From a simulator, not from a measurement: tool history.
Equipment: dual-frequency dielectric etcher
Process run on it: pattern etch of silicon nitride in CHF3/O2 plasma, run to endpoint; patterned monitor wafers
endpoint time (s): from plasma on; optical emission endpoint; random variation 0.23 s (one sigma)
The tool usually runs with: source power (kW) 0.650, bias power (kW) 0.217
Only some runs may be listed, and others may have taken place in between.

run,hour,source power (kW),bias power (kW),"incoming incoming film thickness, nm",endpoint time (s)
1,0.0,0.650,0.217,95.9,61.4
2,22.5,0.650,0.217,95.6,61.5
3,79.7,0.570,0.241,96.6,64.3
4,109.3,0.570,0.241,96.0,63.8
5,128.1,0.570,0.241,95.7,63.4
6,162.8,0.650,0.217,96.2,61.4
7,197.8,0.650,0.200,96.3,63.2
8,224.9,0.650,0.200,96.1,63.1
9,238.0,0.650,0.190,97.4,65.2
10,256.4,0.650,0.190,96.4,64.3
11,285.4,0.650,0.217,95.6,61.8
12,302.7,0.650,0.217,94.9,61.3
13,338.4,0.650,0.217,96.1,62.2
# hour 358.6: source power generator calibrated
14,369.4,0.650,0.217,95.4,61.7
# hour 376.8: bias power generator calibrated
15,384.2,0.650,0.200,96.4,63.5
16,418.8,0.650,0.217,96.0,61.8
17,432.9,0.780,0.217,96.0,57.3
18,453.8,0.650,0.179,96.6,65.8
19,466.3,0.560,0.263,96.9,63.5
# hour 511.0: wet clean of the chamber
# hour 551.1: upper electrode replaced
20,551.6,0.650,0.217,95.6,60.9
21,563.0,0.570,0.165,96.1,70.3
22,579.2,0.650,0.217,95.8,61.4
23,596.0,0.560,0.251,94.8,62.0
24,616.8,0.650,0.247,95.9,58.8
25,647.1,0.780,0.265,95.8,53.0
26,672.8,0.550,0.217,96.2,67.0
27,707.7,0.650,0.217,96.5,62.1
28,731.6,0.650,0.169,95.9,65.5

What if the next run were any one of these 3? Each begins from the tool's condition after run 28:
A,732.0,0.650,0.217,95.9,?
B,732.0,0.790,0.166,95.9,?
C,732.0,0.600,0.237,95.9,?

run,endpoint time (s)
A,61.5
B,60.3
C,62.3
What these runs would have given with no unlogged condition in the tool:
run,endpoint time (s)
A,61.1
B,59.9
C,61.9
